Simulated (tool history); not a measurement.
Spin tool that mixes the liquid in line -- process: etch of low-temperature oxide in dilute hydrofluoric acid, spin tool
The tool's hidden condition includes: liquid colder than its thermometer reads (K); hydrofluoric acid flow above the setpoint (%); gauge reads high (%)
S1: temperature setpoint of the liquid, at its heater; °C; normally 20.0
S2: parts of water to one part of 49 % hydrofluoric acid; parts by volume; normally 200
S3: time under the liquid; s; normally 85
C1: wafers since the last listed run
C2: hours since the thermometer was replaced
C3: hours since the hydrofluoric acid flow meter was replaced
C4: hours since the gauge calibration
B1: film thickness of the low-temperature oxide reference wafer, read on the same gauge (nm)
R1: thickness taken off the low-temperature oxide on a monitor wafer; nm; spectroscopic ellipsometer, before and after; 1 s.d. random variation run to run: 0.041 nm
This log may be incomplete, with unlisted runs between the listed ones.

run 1 day=0.000 | S1=20.0 S2=250 S3=85 | C1=0 C2=1930.9 C3=65.4 C4=595.9 | B1=130.02 | R1=3.71
run 2 day=1.433 | S1=20.0 S2=250 S3=85 | C1=325 C2=1965.3 C3=99.8 C4=630.3 | B1=130.01 | R1=3.69
run 3 day=2.492 | S1=20.0 S2=250 S3=85 | C1=240 C2=1990.7 C3=125.2 C4=655.7 | B1=129.98 | R1=3.66
run 4 day=3.454 | S1=20.0 S2=200 S3=85 | C1=218 C2=2013.8 C3=148.3 C4=678.8 | B1=129.99 | R1=4.83
run 5 day=4.667 | S1=20.0 S2=200 S3=85 | C1=275 C2=2042.9 C3=177.4 C4=707.9 | B1=130.00 | R1=4.80
run 6 day=5.792 | S1=20.0 S2=200 S3=75 | C1=255 C2=2069.9 C3=204.4 C4=734.9 | B1=129.98 | R1=4.23
run 7 day=7.138 | S1=20.0 S2=200 S3=75 | C1=305 C2=2102.2 C3=236.7 C4=767.2 | B1=129.99 | R1=4.29
run 8 day=8.233 | S1=20.0 S2=235 S3=85 | C1=249 C2=2128.5 C3=263.0 C4=793.5 | B1=130.00 | R1=3.95
run 9 day=8.917 | S1=20.0 S2=200 S3=85 | C1=155 C2=2144.9 C3=279.4 C4=809.9 | B1=129.99 | R1=4.78
-- day=9.425 gauge calibrated
run 10 day=9.442 | S1=21.5 S2=140 S3=85 | C1=119 C2=2157.5 C3=292.0 C4=0.4 | B1=129.99 | R1=7.81
run 11 day=10.817 | S1=20.0 S2=200 S3=85 | C1=312 C2=2190.5 C3=325.0 C4=33.4 | B1=130.02 | R1=4.80
run 12 day=11.925 | S1=20.0 S2=240 S3=85 | C1=251 C2=2217.1 C3=351.6 C4=60.0 | B1=130.00 | R1=3.84
run 13 day=13.154 | S1=20.0 S2=200 S3=130 | C1=279 C2=2246.6 C3=381.1 C4=89.5 | B1=129.99 | R1=7.25
run 14 day=14.421 | S1=20.0 S2=200 S3=60 | C1=287 C2=2277.0 C3=411.5 C4=119.9 | B1=129.99 | R1=3.35
run 15 day=15.371 | S1=20.0 S2=270 S3=120 | C1=215 C2=2299.8 C3=434.3 C4=142.7 | B1=130.00 | R1=4.67
run 16 day=16.333 | S1=20.0 S2=300 S3=85 | C1=218 C2=2322.9 C3=457.4 C4=165.8 | B1=130.00 | R1=2.88
run 17 day=17.004 | S1=21.5 S2=200 S3=125 | C1=152 C2=2339.0 C3=473.5 C4=181.9 | B1=129.99 | R1=7.37
-- day=17.079 hydrofluoric acid flow meter replaced
run 18 day=17.883 | S1=18.0 S2=255 S3=120 | C1=190 C2=2360.1 C3=19.3 C4=203.0 | B1=130.00 | R1=4.61
run 19 day=19.354 | S1=20.0 S2=200 S3=85 | C1=334 C2=2395.4 C3=54.6 C4=238.3 | B1=129.99 | R1=4.80
run 20 day=20.812 | S1=20.0 S2=200 S3=45 | C1=331 C2=2430.4 C3=89.6 C4=273.3 | B1=129.98 | R1=2.48
-- day=21.662 thermometer replaced
run 21 day=21.717 | S1=17.5 S2=285 S3=120 | C1=196 C2=1.3 C3=111.3 C4=295.0 | B1=130.00 | R1=4.31
run 22 day=22.892 | S1=25.0 S2=170 S3=45 | C1=267 C2=29.5 C3=139.5 C4=323.2 | B1=129.99 | R1=4.03
run 23 day=23.662 | S1=17.0 S2=130 S3=50 | C1=175 C2=48.0 C3=158.0 C4=341.7 | B1=129.97 | R1=4.44
run 24 day=24.229 | S1=20.0 S2=240 S3=40 | C1=128 C2=61.6 C3=171.6 C4=355.3 | B1=129.99 | R1=1.95
run 25 day=24.775 | S1=23.5 S2=200 S3=35 | C1=124 C2=74.7 C3=184.7 C4=368.4 | B1=130.01 | R1=2.38
run 26 day=26.246 | S1=18.5 S2=125 S3=130 | C1=334 C2=110.0 C3=220.0 C4=403.7 | B1=130.02 | R1=12.71
run 27 day=27.129 | S1=20.0 S2=200 S3=85 | C1=200 C2=131.2 C3=241.2 C4=424.9 | B1=130.01 | R1=5.15
run 28 day=29.942 | S1=18.5 S2=200 S3=60 | C1=639 C2=198.7 C3=308.7 C4=492.4 | B1=129.99 | R1=3.39
run 29 day=31.146 | S1=17.0 S2=200 S3=85 | C1=273 C2=227.6 C3=337.6 C4=521.3 | B1=130.00 | R1=4.57
run 30 day=32.642 | S1=20.0 S2=275 S3=85 | C1=339 C2=263.5 C3=373.5 C4=557.2 | B1=130.00 | R1=3.46
run 31 day=33.208 | S1=20.0 S2=225 S3=85 | C1=128 C2=277.1 C3=387.1 C4=570.8 | B1=129.99 | R1=4.43
run 32 day=34.233 | S1=17.0 S2=280 S3=85 | C1=232 C2=301.7 C3=411.7 C4=595.4 | B1=129.98 | R1=3.05
run 33 day=35.092 | S1=20.0 S2=280 S3=60 | C1=195 C2=322.3 C3=432.3 C4=616.0 | B1=130.02 | R1=2.39

Hidden condition of the tool, last listed run before each entry between runs versus first listed run after:
Runs 9 to 10: gauge calibrated (day 9.425)
  liquid colder than its thermometer reads (K): 1.97 -> 1.98
  the result without the hidden state subtracted from the measured one, R1: -0.38 -> -0.65 nm
Runs 17 to 18: hydrofluoric acid flow meter replaced (day 17.079)
  liquid colder than its thermometer reads (K): 2.14 -> 2.16
  the result without the hidden state subtracted from the measured one, R1: -0.64 -> -0.40 nm
Runs 20 to 21: thermometer replaced (day 21.662)
  liquid colder than its thermometer reads (K): 2.22 -> 0.0688
  the result without the hidden state subtracted from the measured one, R1: -0.22 -> -0.01 nm

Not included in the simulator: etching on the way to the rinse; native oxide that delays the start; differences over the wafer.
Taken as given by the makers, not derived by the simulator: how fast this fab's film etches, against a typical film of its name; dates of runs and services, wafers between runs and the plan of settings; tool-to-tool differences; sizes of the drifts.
